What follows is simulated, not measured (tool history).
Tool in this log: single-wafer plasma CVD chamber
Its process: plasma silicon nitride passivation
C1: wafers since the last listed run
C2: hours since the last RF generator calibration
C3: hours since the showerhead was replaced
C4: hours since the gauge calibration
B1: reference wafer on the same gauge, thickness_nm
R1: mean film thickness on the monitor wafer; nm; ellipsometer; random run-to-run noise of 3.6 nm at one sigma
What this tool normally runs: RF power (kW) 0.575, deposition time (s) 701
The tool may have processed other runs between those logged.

run 1 day=0 | RF_power_(kW)=0.575 deposition_time_(s)=701 | C1=0 C2=0.5 C3=2889.6 C4=224 | B1=987.036 | R1=967.475
run 2 day=3.071 | RF_power_(kW)=0.575 deposition_time_(s)=701 | C1=194 C2=74.2 C3=2963.3 C4=297.7 | B1=987.277 | R1=975.894
run 3 day=7.296 | RF_power_(kW)=0.575 deposition_time_(s)=701 | C1=267 C2=175.6 C3=3064.7 C4=399.1 | B1=987.447 | R1=978.193
run 4 day=11.142 | RF_power_(kW)=0.575 deposition_time_(s)=701 | C1=243 C2=267.9 C3=3157 C4=491.4 | B1=987.052 | R1=973.041
run 5 day=13.642 | RF_power_(kW)=0.575 deposition_time_(s)=701 | C1=158 C2=327.9 C3=3217 C4=551.4 | B1=986.337 | R1=972.503
run 6 day=16.762 | RF_power_(kW)=0.575 deposition_time_(s)=701 | C1=197 C2=402.8 C3=3291.9 C4=626.3 | B1=986.448 | R1=968.75
run 7 day=19.329 | RF_power_(kW)=0.575 deposition_time_(s)=701 | C1=162 C2=464.4 C3=3353.5 C4=687.9 | B1=987.195 | R1=976.967
run 8 day=22.383 | RF_power_(kW)=0.575 deposition_time_(s)=701 | C1=193 C2=537.7 C3=3426.8 C4=761.2 | B1=987.299 | R1=972.259
run 9 day=25.762 | RF_power_(kW)=0.575 deposition_time_(s)=701 | C1=214 C2=618.8 C3=3507.9 C4=842.3 | B1=987.316 | R1=969.608
run 10 day=27.829 | RF_power_(kW)=0.575 deposition_time_(s)=701 | C1=130 C2=668.4 C3=3557.5 C4=891.9 | B1=985.962 | R1=964.929
run 11 day=30.504 | RF_power_(kW)=0.575 deposition_time_(s)=701 | C1=169 C2=732.6 C3=3621.7 C4=956.1 | B1=986.727 | R1=970.758
run 12 day=32.017 | RF_power_(kW)=0.575 deposition_time_(s)=701 | C1=95 C2=768.9 C3=3658 C4=992.4 | B1=987.645 | R1=965.445
run 13 day=33.779 | RF_power_(kW)=0.575 deposition_time_(s)=701 | C1=111 C2=811.2 C3=3700.3 C4=1034.7 | B1=987.023 | R1=967.991
run 14 day=36.354 | RF_power_(kW)=0.575 deposition_time_(s)=701 | C1=163 C2=873 C3=3762.1 C4=1096.5 | B1=986.36 | R1=965.979
run 15 day=39.3 | RF_power_(kW)=0.575 deposition_time_(s)=701 | C1=186 C2=943.7 C3=3832.8 C4=1167.2 | B1=987.554 | R1=965.784
run 16 day=42.154 | RF_power_(kW)=0.575 deposition_time_(s)=701 | C1=180 C2=1012.2 C3=3901.3 C4=1235.7 | B1=987.386 | R1=966.018
run 17 day=46.629 | RF_power_(kW)=0.575 deposition_time_(s)=701 | C1=283 C2=1119.6 C3=4008.7 C4=1343.1 | B1=986.703 | R1=957.939
run 18 day=50.983 | RF_power_(kW)=0.575 deposition_time_(s)=701 | C1=275 C2=1224.1 C3=4113.2 C4=1447.6 | B1=986.925 | R1=961.656
-- day=53.579 RF generator calibrated
run 19 day=54.338 | RF_power_(kW)=0.64 deposition_time_(s)=646 | C1=191 C2=18.2 C3=4193.7 C4=1528.1 | B1=987.605 | R1=925.727
run 20 day=61.533 | RF_power_(kW)=0.49 deposition_time_(s)=701 | C1=455 C2=190.9 C3=4366.4 C4=1700.8 | B1=986.369 | R1=936.591
-- day=63.338 gauge calibrated
run 21 day=63.517 | RF_power_(kW)=0.48 deposition_time_(s)=581 | C1=125 C2=238.5 C3=4414 C4=4.3 | B1=987.059 | R1=775.012
run 22 day=65.188 | RF_power_(kW)=0.625 deposition_time_(s)=631 | C1=105 C2=278.6 C3=4454.1 C4=44.4 | B1=986.315 | R1=899.316
run 23 day=74.721 | RF_power_(kW)=0.575 deposition_time_(s)=701 | C1=604 C2=507.4 C3=4682.9 C4=273.2 | B1=986.999 | R1=968.688
run 24 day=85.333 | RF_power_(kW)=0.51 deposition_time_(s)=701 | C1=672 C2=762.1 C3=4937.6 C4=527.9 | B1=986.59 | R1=947.336
run 25 day=88.396 | RF_power_(kW)=0.675 deposition_time_(s)=584 | C1=194 C2=835.6 C3=5011.1 C4=601.4 | B1=987.262 | R1=834.961
run 26 day=91.358 | RF_power_(kW)=0.675 deposition_time_(s)=638 | C1=187 C2=906.7 C3=5082.2 C4=672.5 | B1=986.972 | R1=913.978
run 27 day=93.196 | RF_power_(kW)=0.605 deposition_time_(s)=836 | C1=116 C2=950.8 C3=5126.3 C4=716.6 | B1=987.127 | R1=1160.164
run 28 day=95.146 | RF_power_(kW)=0.575 deposition_time_(s)=701 | C1=123 C2=997.6 C3=5173.1 C4=763.4 | B1=986.755 | R1=967.086
run 29 day=97.367 | RF_power_(kW)=0.5 deposition_time_(s)=701 | C1=140 C2=1050.9 C3=5226.4 C4=816.7 | B1=986.401 | R1=929.253
-- day=99.812 RF generator calibrated
run 30 day=99.992 | RF_power_(kW)=0.575 deposition_time_(s)=701 | C1=145 C2=4.3 C3=5289.4 C4=879.7 | B1=986.722 | R1=966.504
run 31 day=102.612 | RF_power_(kW)=0.575 deposition_time_(s)=701 | C1=166 C2=67.2 C3=5352.3 C4=942.6 | B1=986.901 | R1=971.078
run 32 day=105.588 | RF_power_(kW)=0.525 deposition_time_(s)=806 | C1=188 C2=138.6 C3=5423.7 C4=1014 | B1=987.106 | R1=1093.447
-- day=108.533 showerhead replaced
run 33 day=116.592 | RF_power_(kW)=0.575 deposition_time_(s)=604 | C1=676 C2=402.7 C3=193.4 C4=1278.1 | B1=986.564 | R1=843.981
run 34 day=120.042 | RF_power_(kW)=0.67 deposition_time_(s)=701 | C1=218 C2=485.5 C3=276.2 C4=1360.9 | B1=986.622 | R1=1014.423
run 35 day=123.179 | RF_power_(kW)=0.575 deposition_time_(s)=775 | C1=198 C2=560.8 C3=351.5 C4=1436.2 | B1=986.811 | R1=1065.87
run 36 day=127.588 | RF_power_(kW)=0.575 deposition_time_(s)=701 | C1=279 C2=666.6 C3=457.3 C4=1542 | B1=986.678 | R1=965.088
run 37 day=129.346 | RF_power_(kW)=0.575 deposition_time_(s)=701 | C1=111 C2=708.8 C3=499.5 C4=1584.2 | B1=987.63 | R1=968.189
run 38 day=132.921 | RF_power_(kW)=0.53 deposition_time_(s)=701 | C1=226 C2=794.6 C3=585.3 C4=1670 | B1=986.934 | R1=946.313
run 39 day=136.8 | RF_power_(kW)=0.575 deposition_time_(s)=701 | C1=245 C2=887.7 C3=678.4 C4=1763.1 | B1=986.887 | R1=960.735
-- day=137.325 gauge calibrated
run 40 day=139.062 | RF_power_(kW)=0.465 deposition_time_(s)=568 | C1=143 C2=942 C3=732.7 C4=41.7 | B1=987.053 | R1=742.028
run 41 day=141.208 | RF_power_(kW)=0.675 deposition_time_(s)=615 | C1=135 C2=993.5 C3=784.2 C4=93.2 | B1=986.663 | R1=875.913
run 42 day=142.838 | RF_power_(kW)=0.5 deposition_time_(s)=622 | C1=103 C2=1032.6 C3=823.3 C4=132.3 | B1=986.859 | R1=823.131
run 43 day=145.592 | RF_power_(kW)=0.575 deposition_time_(s)=701 | C1=174 C2=1098.7 C3=889.4 C4=198.4 | B1=988.225 | R1=957.088
run 44 day=150.067 | RF_power_(kW)=0.665 deposition_time_(s)=701 | C1=283 C2=1206.1 C3=996.8 C4=305.8 | B1=987.969 | R1=986.93

Below, some changes in R1 between adjacent runs. For each, the amount present without the hidden state too (settings, incoming material, random variation) and the amount remaining for the hidden state with gauge scatter not shared by both compared results:
Hidden conditions of the tool in this case: delivered RF power above the setpoint (%); gauge reads high (%).
Run 18 -> 19: RF power (kW) 0.575 -> 0.64, deposition time (s) 701 -> 646, RF generator calibrated. R1 -35.929 nm: hidden state +17.614, all else -53.543.
Run 26 -> 27: RF power (kW) 0.675 -> 0.605, deposition time (s) 638 -> 836. R1 +246.186 nm: hidden state -3.595, all else +249.781.
Run 29 -> 30: RF power (kW) 0.5 -> 0.575, RF generator calibrated. R1 +37.251 nm: hidden state +9.625, all else +27.626.
Run 32 -> 33: RF power (kW) 0.525 -> 0.575, deposition time (s) 806 -> 604, showerhead replaced. R1 -249.466 nm: hidden state -0.649, all else -248.817.
Run 39 -> 40: RF power (kW) 0.575 -> 0.465, deposition time (s) 701 -> 568, gauge calibrated. R1 -218.707 nm: hidden state +1.794, all else -220.501.
Run 42 -> 43: RF power (kW) 0.5 -> 0.575, deposition time (s) 622 -> 701. R1 +133.957 nm: hidden state -3.799, all else +137.756.

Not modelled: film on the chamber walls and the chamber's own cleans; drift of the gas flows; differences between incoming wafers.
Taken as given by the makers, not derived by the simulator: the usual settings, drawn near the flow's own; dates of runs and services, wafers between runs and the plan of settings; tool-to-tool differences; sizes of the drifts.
